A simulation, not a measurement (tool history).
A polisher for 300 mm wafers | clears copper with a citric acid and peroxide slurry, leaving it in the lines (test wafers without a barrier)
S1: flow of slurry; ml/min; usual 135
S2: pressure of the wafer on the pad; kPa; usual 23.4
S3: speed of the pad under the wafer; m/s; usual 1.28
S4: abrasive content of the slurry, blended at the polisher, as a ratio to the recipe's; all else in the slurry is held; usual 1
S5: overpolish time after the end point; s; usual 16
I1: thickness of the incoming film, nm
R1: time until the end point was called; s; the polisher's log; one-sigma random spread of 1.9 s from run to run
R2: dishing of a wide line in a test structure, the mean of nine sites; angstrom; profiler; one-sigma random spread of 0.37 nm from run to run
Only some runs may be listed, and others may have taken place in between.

run 1 hour=0 | S1=135 S2=23.4 S3=1.28 S4=1 S5=16 | I1=344.4 | R1=135.7 R2=292
run 2 hour=51.1 | S1=100 S2=23.4 S3=1.28 S4=1 S5=16 | I1=345.8 | R1=141.8 R2=267
run 3 hour=111 | S1=135 S2=23.4 S3=1.28 S4=1 S5=16 | I1=345.8 | R1=133.7 R2=286
-- hour=126.7 worn pad replaced by a new one
run 4 hour=156.7 | S1=135 S2=23.4 S3=1.28 S4=1 S5=16 | I1=342.9 | R1=120 R2=321
run 5 hour=203.3 | S1=135 S2=23.4 S3=1.28 S4=1 S5=16 | I1=347.2 | R1=125.9 R2=304
run 6 hour=260.8 | S1=135 S2=23.4 S3=1.28 S4=1 S5=16 | I1=347.9 | R1=126.9 R2=299
-- hour=296 slurry nozzle cleaned
-- hour=326.8 slurry blender recalibrated
run 7 hour=332 | S1=135 S2=29.6 S3=1.28 S4=1 S5=24 | I1=340.8 | R1=101.8 R2=517
run 8 hour=377 | S1=135 S2=23.4 S3=1.28 S4=1 S5=16 | I1=340.4 | R1=130.4 R2=292
run 9 hour=447 | S1=135 S2=23.4 S3=1.28 S4=1 S5=16 | I1=343.3 | R1=127.5 R2=293
-- hour=465.8 worn pad replaced by a new one, of another model than before
run 10 hour=508.5 | S1=135 S2=23.4 S3=1.28 S4=1 S5=16 | I1=340.3 | R1=118.5 R2=318
run 11 hour=537.3 | S1=135 S2=23.4 S3=1.28 S4=1 S5=16 | I1=342.4 | R1=120.8 R2=312
-- hour=553.8 head pressure recalibrated
run 12 hour=584.2 | S1=135 S2=23.4 S3=0.98 S4=1 S5=11 | I1=341.7 | R1=150.4 R2=182
-- hour=601.6 slurry nozzle cleaned
run 13 hour=642.9 | S1=135 S2=23.4 S3=1.28 S4=1 S5=12 | I1=342.4 | R1=126.8 R2=230
run 14 hour=667.1 | S1=135 S2=23.4 S3=1.52 S4=0.85 S5=16 | I1=345.3 | R1=118.3 R2=318
-- hour=676.2 slurry blender recalibrated
run 15 hour=738.2 | S1=135 S2=23.4 S3=1.28 S4=1 S5=16 | I1=341.9 | R1=131.6 R2=291
run 16 hour=775.9 | S1=135 S2=23.4 S3=1.56 S4=1.2 S5=16 | I1=337.7 | R1=109.3 R2=338
-- hour=787.4 worn pad replaced by a new one
run 17 hour=842.4 | S1=135 S2=23.4 S3=1.28 S4=1 S5=16 | I1=349.5 | R1=125.6 R2=310
run 18 hour=902.5 | S1=135 S2=23.4 S3=1.16 S4=1.3 S5=16 | I1=347.4 | R1=131.2 R2=294
run 19 hour=933 | S1=135 S2=23.4 S3=1.28 S4=1 S5=16 | I1=342.8 | R1=123.9 R2=301
-- hour=964.8 slurry nozzle cleaned
run 20 hour=997 | S1=135 S2=29.6 S3=1.56 S4=1.2 S5=16 | I1=343.7 | R1=91.6 R2=402
-- hour=1015.6 slurry blender recalibrated
run 21 hour=1050.4 | S1=120 S2=23.4 S3=1.28 S4=1 S5=16 | I1=341.3 | R1=135.5 R2=280
-- hour=1094.1 worn pad replaced by a new one
run 22 hour=1094.6 | S1=100 S2=23.4 S3=1.28 S4=0.85 S5=6 | I1=347.9 | R1=136.2 R2=113
run 23 hour=1135.6 | S1=120 S2=23.4 S3=1.28 S4=1 S5=23 | I1=350.1 | R1=123.5 R2=418
run 24 hour=1186.3 | S1=155 S2=23.4 S3=1.28 S4=1 S5=16 | I1=345.5 | R1=119 R2=312
run 25 hour=1229.9 | S1=135 S2=23.4 S3=1.28 S4=0.8 S5=24 | I1=342.8 | R1=132 R2=423
run 26 hour=1275.5 | S1=105 S2=20.7 S3=1.04 S4=1 S5=20 | I1=347.1 | R1=182.6 R2=265
run 27 hour=1342.6 | S1=170 S2=29 S3=1.5 S4=1 S5=16 | I1=339.9 | R1=92.4 R2=395
-- hour=1349.3 slurry nozzle cleaned
run 28 hour=1402.9 | S1=135 S2=17.9 S3=1.52 S4=1 S5=6 | I1=346.8 | R1=137.6 R2=108
-- hour=1414.9 slurry blender recalibrated
-- hour=1415 worn pad replaced by a new one
run 29 hour=1444.8 | S1=135 S2=23.4 S3=1.08 S4=1 S5=16 | I1=347 | R1=138.6 R2=282

3 ways to go on from here, each from the tool as it stands after run 29. What would each give?
run A hour=1445.3 | S1=135 S2=23.4 S3=1.28 S4=1.2 S5=16 | I1=344.8 | R1=? R2=?
run B hour=1445.3 | S1=105 S2=19.3 S3=1.28 S4=0.85 S5=21 | I1=344.8 | R1=? R2=?
run C hour=1445.3 | S1=135 S2=20 S3=1.48 S4=1 S5=16 | I1=344.8 | R1=? R2=?

run=A R1=119.3 R2=320
run=B R1=161.4 R2=309
run=C R1=124.5 R2=306
Without the tool's unlogged condition, the same runs would have read:
run=A R1=113.7 R2=334
run=B R1=153.8 R2=323
run=C R1=118.6 R2=319
